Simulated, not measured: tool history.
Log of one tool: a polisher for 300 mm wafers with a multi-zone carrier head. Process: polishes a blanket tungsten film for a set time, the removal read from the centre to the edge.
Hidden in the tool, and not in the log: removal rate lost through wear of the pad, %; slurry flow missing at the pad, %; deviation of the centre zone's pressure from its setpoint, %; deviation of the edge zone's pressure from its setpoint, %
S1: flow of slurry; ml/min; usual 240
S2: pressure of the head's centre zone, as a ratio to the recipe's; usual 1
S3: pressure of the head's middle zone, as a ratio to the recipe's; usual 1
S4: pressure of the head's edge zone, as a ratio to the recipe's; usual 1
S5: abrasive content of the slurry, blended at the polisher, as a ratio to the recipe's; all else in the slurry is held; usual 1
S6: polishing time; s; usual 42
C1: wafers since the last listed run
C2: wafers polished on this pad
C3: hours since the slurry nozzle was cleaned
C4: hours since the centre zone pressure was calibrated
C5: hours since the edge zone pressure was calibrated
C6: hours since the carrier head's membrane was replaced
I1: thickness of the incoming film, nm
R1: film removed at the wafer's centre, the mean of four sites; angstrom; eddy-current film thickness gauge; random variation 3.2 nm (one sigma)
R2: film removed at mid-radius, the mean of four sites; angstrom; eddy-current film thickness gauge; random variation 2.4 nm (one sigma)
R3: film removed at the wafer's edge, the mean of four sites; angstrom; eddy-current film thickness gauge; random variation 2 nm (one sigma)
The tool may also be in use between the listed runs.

run,hour,S1,S2,S3,S4,S5,S6,C1,C2,C3,C4,C5,C6,I1,R1,R2,R3
1,0,240,1,1,1,1,42,0,1845,322.5,504.8,1322.2,1317.2,1310.9,2087,2464,2437
# hour 9.9: centre zone pressure recalibrated
# hour 17.4: edge zone pressure recalibrated
2,96.6,240,1,1,1,1,42,1253,3098,419.1,86.7,79.2,1413.8,1291.5,2315,2449,2450
# hour 168.2: slurry nozzle cleaned
3,200.8,240,1,0.97,1.11,1,42,1396,4495,32.6,190.9,183.4,1518,1314.3,2281,2412,2541
4,255.3,285,1.08,1,1,1,42,737,5233,87.1,245.4,237.9,1572.5,1315.9,2442,2492,2476
# hour 268.8: carrier head's membrane replaced by a new one
# hour 341.7: worn pad replaced by a new one
5,342.2,240,1,1.03,1,1,42,1054,6,174,332.3,324.8,73.4,1286.7,2168,2504,2481
6,419.2,240,1,1,1,1,42,1042,1048,251,409.3,401.8,150.4,1295.2,2098,2435,2473
7,484.2,265,1,0.93,1.06,1,42,879,1928,316,474.3,466.8,215.4,1306.3,2137,2368,2524
# hour 558.3: centre zone pressure recalibrated
8,570.2,315,1,1,1,1,42,1137,3065,402,11.9,552.8,301.4,1324.9,2474,2519,2488
9,662.2,240,1,1,1,1,42,1245,4310,494,103.9,644.8,393.4,1296.8,2355,2476,2452
# hour 678: slurry nozzle cleaned
10,712.9,175,1.11,1.08,1,0.75,42,672,4983,34.9,154.6,695.5,444.1,1280.8,2344,2397,2307
# hour 790.7: worn pad replaced by a new one
11,791.2,305,1.07,1,1,1,54,1005,6,113.2,232.9,773.8,522.4,1315.4,3158,3179,3220
12,853.4,240,1,1,1,1,42,841,848,175.4,295.1,836,584.6,1308,2202,2474,2446
13,950.9,240,1,1,1,1,42,1319,2168,272.9,392.6,933.5,682.1,1299.4,2172,2458,2474
14,1038.9,160,1,1.06,1.09,1.25,42,1191,3359,360.9,480.6,1021.5,770.1,1292.1,2052,2544,2519
# hour 1054.1: centre zone pressure recalibrated
15,1145.8,240,1,1,1,1,42,1419,4779,467.8,91.7,1128.4,877,1321.2,2341,2411,2479
16,1214.1,160,1,1.05,0.9,1,50,924,5703,536.1,160,1196.7,945.3,1284.5,2642,2889,2739
# hour 1237.2: slurry nozzle cleaned
# hour 1269.4: worn pad replaced by a new one
17,1284.4,295,1,0.93,1,1,35,883,203,47.2,230.3,1267,1015.6,1292.3,1944,1958,2094

Run 18 comes next. What will it give?
# hour 1322.2: edge zone pressure recalibrated
18,1360.2,240,1,1,1,1,42,998,1201,123,306.1,38,1091.4,1306.5,?,?,?

Run 18 gave R1 2200 angstrom, R2 2446 angstrom, R3 2457 angstrom.
Without the tool's hidden state the same run would have given R1 2351 angstrom, R2 2445 angstrom, R3 2457 angstrom.
